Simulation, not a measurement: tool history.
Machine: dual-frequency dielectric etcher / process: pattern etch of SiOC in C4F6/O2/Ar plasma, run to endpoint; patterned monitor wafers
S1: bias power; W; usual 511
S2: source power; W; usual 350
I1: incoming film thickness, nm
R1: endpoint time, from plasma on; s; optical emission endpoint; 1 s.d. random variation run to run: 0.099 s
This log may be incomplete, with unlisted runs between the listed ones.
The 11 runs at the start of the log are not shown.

run	day	S1	S2	I1	R1
# day 14.962: wet clean of the chamber
12	14.983	547	350	34.91	10.5
13	15	511	350	35.25	10.9
14	15.567	511	350	34.83	10.8
# day 16.704: source power generator calibrated
15	17.538	511	350	35.17	10.9
16	18.371	478	420	34.99	10.6
17	19.429	511	350	34.6	10.6
18	20.075	631	290	34.83	10
# day 20.683: bias power generator calibrated
19	21.204	610	400	35.02	9.6
# day 22.567: upper electrode replaced
# day 22.788: wet clean of the chamber, repeated, since the last time left the tool worse
20	22.808	435	270	34.92	13
21	23.188	511	350	34.95	11.3
22	24.25	631	290	35.07	10.6
23	25.733	449	350	35.01	12
24	26.288	511	350	34.95	11.5
25	27.596	459	370	34.63	11.5
26	28.604	511	320	34.88	11.4
27	29.417	612	380	35.07	10.5
28	29.946	558	400	35.11	10.6
29	30.633	604	410	35.11	10.2
30	31.921	554	350	34.96	10.9
31	32.725	593	380	35.44	10.5

3 ways to go on from here, each from the tool as it stands after run 31. What would each give?
A	32.742	511	260	35.08	?
B	32.742	582	320	35.08	?
C	32.742	463	390	35.08	?

run	R1
A	12
B	10.9
C	11.6
Take away the tool's hidden state, keep each run's random variation, and the runs would have read:
run	R1
A	12.2
B	11.1
C	11.8

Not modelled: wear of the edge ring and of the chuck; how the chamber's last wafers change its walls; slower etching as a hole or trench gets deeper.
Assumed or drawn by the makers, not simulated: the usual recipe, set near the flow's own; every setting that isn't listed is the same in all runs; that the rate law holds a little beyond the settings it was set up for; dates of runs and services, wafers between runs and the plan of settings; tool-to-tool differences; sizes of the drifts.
